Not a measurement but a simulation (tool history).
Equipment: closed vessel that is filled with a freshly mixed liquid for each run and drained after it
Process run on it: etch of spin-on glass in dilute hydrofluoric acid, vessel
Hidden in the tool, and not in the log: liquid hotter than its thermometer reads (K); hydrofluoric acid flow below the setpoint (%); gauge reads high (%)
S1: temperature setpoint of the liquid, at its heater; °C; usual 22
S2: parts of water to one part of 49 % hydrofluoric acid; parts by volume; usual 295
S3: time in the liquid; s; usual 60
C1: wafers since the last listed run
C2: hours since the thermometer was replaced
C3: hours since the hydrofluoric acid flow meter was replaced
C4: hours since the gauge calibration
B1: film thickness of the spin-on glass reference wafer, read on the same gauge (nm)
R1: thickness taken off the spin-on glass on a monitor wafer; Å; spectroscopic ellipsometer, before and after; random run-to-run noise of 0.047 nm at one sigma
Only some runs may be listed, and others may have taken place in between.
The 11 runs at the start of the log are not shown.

-- hour=123.6 gauge calibrated
run 12 hour=135 | S1=22 S2=295 S3=60 | C1=1953 C2=1104.8 C3=900.7 C4=11.4 | B1=140 | R1=92.3
run 13 hour=152.1 | S1=22 S2=295 S3=60 | C1=2386 C2=1121.9 C3=917.8 C4=28.5 | B1=140.03 | R1=92.3
-- hour=155.2 hydrofluoric acid flow meter replaced
run 14 hour=165.4 | S1=22 S2=295 S3=60 | C1=1716 C2=1135.2 C3=10.2 C4=41.8 | B1=139.99 | R1=91.7
run 15 hour=181.5 | S1=20.5 S2=295 S3=60 | C1=2246 C2=1151.3 C3=26.3 C4=57.9 | B1=140.02 | R1=86.8
run 16 hour=196.5 | S1=20.5 S2=295 S3=60 | C1=2093 C2=1166.3 C3=41.3 C4=72.9 | B1=140.02 | R1=86.9
run 17 hour=212.5 | S1=22 S2=295 S3=60 | C1=2232 C2=1182.3 C3=57.3 C4=88.9 | B1=140 | R1=92.7
run 18 hour=222.5 | S1=24 S2=425 S3=30 | C1=1395 C2=1192.3 C3=67.3 C4=98.9 | B1=140 | R1=30.4
run 19 hour=235.9 | S1=25.5 S2=405 S3=90 | C1=1869 C2=1205.7 C3=80.7 C4=112.3 | B1=140.03 | R1=102.5
run 20 hour=246.1 | S1=22 S2=295 S3=60 | C1=1423 C2=1215.9 C3=90.9 C4=122.5 | B1=139.99 | R1=92.4
run 21 hour=253.4 | S1=22 S2=295 S3=60 | C1=1018 C2=1223.2 C3=98.2 C4=129.8 | B1=140.03 | R1=91.2
run 22 hour=262.9 | S1=22 S2=295 S3=60 | C1=1325 C2=1232.7 C3=107.7 C4=139.3 | B1=140 | R1=91.5
run 23 hour=273.3 | S1=24 S2=440 S3=85 | C1=1451 C2=1243.1 C3=118.1 C4=149.7 | B1=140.01 | R1=82.5
run 24 hour=281 | S1=22 S2=165 S3=50 | C1=1074 C2=1250.8 C3=125.8 C4=157.4 | B1=139.99 | R1=154.8
-- hour=285 thermometer replaced
run 25 hour=287.4 | S1=20 S2=405 S3=75 | C1=753 C2=2.4 C3=132.2 C4=163.8 | B1=140.01 | R1=70.5
run 26 hour=297.5 | S1=22 S2=440 S3=60 | C1=1409 C2=12.5 C3=142.3 C4=173.9 | B1=140.01 | R1=54.5
run 27 hour=307.4 | S1=22 S2=295 S3=60 | C1=1381 C2=22.4 C3=152.2 C4=183.8 | B1=139.98 | R1=92
run 28 hour=319.5 | S1=22 S2=400 S3=60 | C1=1688 C2=34.5 C3=164.3 C4=195.9 | B1=140.03 | R1=61.8
run 29 hour=334.9 | S1=24.5 S2=220 S3=45 | C1=2148 C2=49.9 C3=179.7 C4=211.3 | B1=140 | R1=109
run 30 hour=345.1 | S1=19 S2=365 S3=30 | C1=1423 C2=60.1 C3=189.9 C4=221.5 | B1=140.02 | R1=31.3
run 31 hour=355.3 | S1=22 S2=225 S3=60 | C1=1423 C2=70.3 C3=200.1 C4=231.7 | B1=139.99 | R1=130.5
run 32 hour=361.3 | S1=26 S2=210 S3=60 | C1=837 C2=76.3 C3=206.1 C4=237.7 | B1=139.99 | R1=162.8
run 33 hour=379.1 | S1=18.5 S2=390 S3=35 | C1=2483 C2=94.1 C3=223.9 C4=255.5 | B1=139.99 | R1=32.6

Here are 5 independent what-if runs from the current tool condition. What would each one return?
run A hour=379.8 | S1=22 S2=295 S3=95 | C1=97 C2=94.8 C3=224.6 C4=256.2 | B1=? | R1=?
run B hour=379.8 | S1=17.5 S2=295 S3=60 | C1=97 C2=94.8 C3=224.6 C4=256.2 | B1=? | R1=?
run C hour=379.8 | S1=23.5 S2=295 S3=60 | C1=97 C2=94.8 C3=224.6 C4=256.2 | B1=? | R1=?
run D hour=379.8 | S1=22 S2=395 S3=60 | C1=97 C2=94.8 C3=224.6 C4=256.2 | B1=? | R1=?
run E hour=379.8 | S1=18.5 S2=295 S3=50 | C1=97 C2=94.8 C3=224.6 C4=256.2 | B1=? | R1=?

run=A B1=140.04 R1=146.7
run=B B1=140.04 R1=78.6
run=C B1=140.04 R1=97.7
run=D B1=140.04 R1=63.3
run=E B1=140.04 R1=68
The same runs, with their run-to-run variation unchanged, on a tool lacking any hidden condition would have given:
run=A R1=146.7
run=B R1=78.6
run=C R1=97.7
run=D R1=63.3
run=E R1=68
